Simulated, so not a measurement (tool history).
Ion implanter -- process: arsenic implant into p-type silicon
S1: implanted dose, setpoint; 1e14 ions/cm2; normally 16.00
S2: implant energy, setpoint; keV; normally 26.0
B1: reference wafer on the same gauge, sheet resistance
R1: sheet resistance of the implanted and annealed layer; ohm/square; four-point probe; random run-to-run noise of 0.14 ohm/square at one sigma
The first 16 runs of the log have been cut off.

run     day     S1    S2      B1      R1
 17  37.804  16.00  26.0  103.62   93.71
 18  39.212  20.77  28.5  103.67   85.04
 19  40.579  18.04  26.0  103.73   91.09
     42.883  -- gauge calibrated
 20  43.200  12.26  19.0  103.68  114.78
 21  46.104  17.63  22.0  103.78   98.13
 22  48.038  16.00  26.0  103.72   94.06
 23  49.283  16.00  26.0  103.64   94.09
 24  51.592  17.39  26.0  103.67   92.13
 25  53.425  12.46  26.0  103.75  102.80
 26  55.488  16.00  20.5  103.72  103.35
 27  57.879  16.00  26.0  103.74   93.99
 28  59.058  18.39  23.0  103.79   95.47
 29  61.512  12.32  19.0  103.68  114.96
 30  63.500  12.30  26.0  103.72  103.54
 31  66.383  13.13  20.5  103.71  109.64
     67.296  -- Faraday cup replaced and dose calibrated
 32  69.050  18.01  30.5  103.70   84.78
 33  70.317  19.11  18.0  103.77  104.06
 34  71.483  12.29  18.0  103.79  115.99
 35  72.667  16.00  26.0  103.69   93.27

Consider 3 possible next runs. They are alternatives, not a sequence: every one starts from the tool as it was left by run 35. What does each give?
  A  72.683  12.95  26.0   ?   ?
  B  72.683  14.61  33.5   ?   ?
  C  72.683  14.44  33.5   ?   ?

run      B1      R1
  A  103.68  100.06
  B  103.68   87.22
  C  103.68   87.60
With the hidden condition removed and each run's random variation left untouched, the same runs would have given:
run     R1
  A  99.65
  B  86.88
  C  87.26

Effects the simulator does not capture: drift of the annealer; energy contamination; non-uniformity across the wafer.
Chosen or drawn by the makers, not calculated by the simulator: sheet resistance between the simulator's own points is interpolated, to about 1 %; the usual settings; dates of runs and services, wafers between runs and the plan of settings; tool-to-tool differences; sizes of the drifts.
